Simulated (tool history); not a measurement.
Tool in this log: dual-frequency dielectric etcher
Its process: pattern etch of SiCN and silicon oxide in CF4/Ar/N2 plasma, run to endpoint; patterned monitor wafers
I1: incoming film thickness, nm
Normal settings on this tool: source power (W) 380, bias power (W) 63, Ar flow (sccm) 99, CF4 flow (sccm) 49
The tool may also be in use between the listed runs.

Run 1, hour 0.0: usual settings but bias power (W) 58; I1 13.75. Result: endpoint time (s) 20.3.
Run 2, hour 11.8: usual settings; I1 13.80. Result: endpoint time (s) 19.7.
Run 3, hour 29.0: usual settings; I1 13.74. Result: endpoint time (s) 19.7.
Run 4, hour 40.7: usual settings; I1 13.70. Result: endpoint time (s) 19.8.
Run 5, hour 47.7: usual settings; I1 13.81. Result: endpoint time (s) 19.9.
Run 6, hour 61.0: usual settings; I1 13.78. Result: endpoint time (s) 19.9.
Run 7, hour 77.8: usual settings; I1 13.79. Result: endpoint time (s) 19.8.
Run 8, hour 88.5: usual settings; I1 13.79. Result: endpoint time (s) 19.8.
At hour 96.7: source power generator calibrated.
Run 9, hour 98.5: usual settings but CF4 flow (sccm) 45; I1 13.77. Result: endpoint time (s) 20.1.
Run 10, hour 112.9: usual settings but CF4 flow (sccm) 45; I1 13.75. Result: endpoint time (s) 19.9.
Run 11, hour 126.9: usual settings but source power (W) 320, bias power (W) 76, Ar flow (sccm) 79; I1 13.86. Result: endpoint time (s) 19.4.
At hour 140.3: CF4 flow controller replaced.
Run 12, hour 140.8: usual settings; I1 13.74. Result: endpoint time (s) 19.6.
Run 13, hour 145.5: usual settings but source power (W) 300; I1 13.70. Result: endpoint time (s) 21.4.
At hour 174.9: wet clean of the chamber.
Run 14, hour 175.4: usual settings but source power (W) 450, CF4 flow (sccm) 37; I1 13.94. Result: endpoint time (s) 20.2.
Run 15, hour 177.3: usual settings but source power (W) 470; I1 13.79. Result: endpoint time (s) 18.5.
Run 16, hour 186.0: usual settings but CF4 flow (sccm) 55; I1 13.91. Result: endpoint time (s) 20.2.
At hour 214.8: upper electrode replaced.
Run 17, hour 215.3: usual settings but Ar flow (sccm) 81, CF4 flow (sccm) 61; I1 13.72. Result: endpoint time (s) 19.4.
At hour 220.3: bias power generator calibrated.
Run 18, hour 220.8: usual settings but Ar flow (sccm) 75, CF4 flow (sccm) 59; I1 13.77. Result: endpoint time (s) 18.9.
At hour 227.9: Ar flow controller replaced.
Run 19, hour 233.7: usual settings but source power (W) 330, bias power (W) 50, Ar flow (sccm) 85, CF4 flow (sccm) 45; I1 13.66. Result: endpoint time (s) 22.7.
Run 20, hour 240.0: usual settings; I1 13.88. Result: endpoint time (s) 20.5.
Run 21, hour 288.3: usual settings but Ar flow (sccm) 107; I1 13.62. Result: endpoint time (s) 20.4.

Predict each of these 5 candidate next runs independently; none follows another, all start after run 21:
Run A, hour 288.7: usual settings; I1 13.74. Result: endpoint time (s) ?.
Run B, hour 288.7: usual settings but source power (W) 310, bias power (W) 49, CF4 flow (sccm) 39; I1 13.74. Result: endpoint time (s) ?.
Run C, hour 288.7: usual settings but source power (W) 330, Ar flow (sccm) 109, CF4 flow (sccm) 43; I1 13.74. Result: endpoint time (s) ?.
Run D, hour 288.7: usual settings but source power (W) 280, bias power (W) 68; I1 13.74. Result: endpoint time (s) ?.
Run E, hour 288.7: usual settings but source power (W) 480, bias power (W) 78, Ar flow (sccm) 88, CF4 flow (sccm) 55; I1 13.74. Result: endpoint time (s) ?.

run  endpoint time (s)
  A               20.1
  B               24.3
  C               22.1
  D               22.3
  E               16.5
Take away the tool's hidden state, keep each run's random variation, and the runs would have read:
run  endpoint time (s)
  A               20.4
  B               24.5
  C               22.3
  D               22.5
  E               16.7

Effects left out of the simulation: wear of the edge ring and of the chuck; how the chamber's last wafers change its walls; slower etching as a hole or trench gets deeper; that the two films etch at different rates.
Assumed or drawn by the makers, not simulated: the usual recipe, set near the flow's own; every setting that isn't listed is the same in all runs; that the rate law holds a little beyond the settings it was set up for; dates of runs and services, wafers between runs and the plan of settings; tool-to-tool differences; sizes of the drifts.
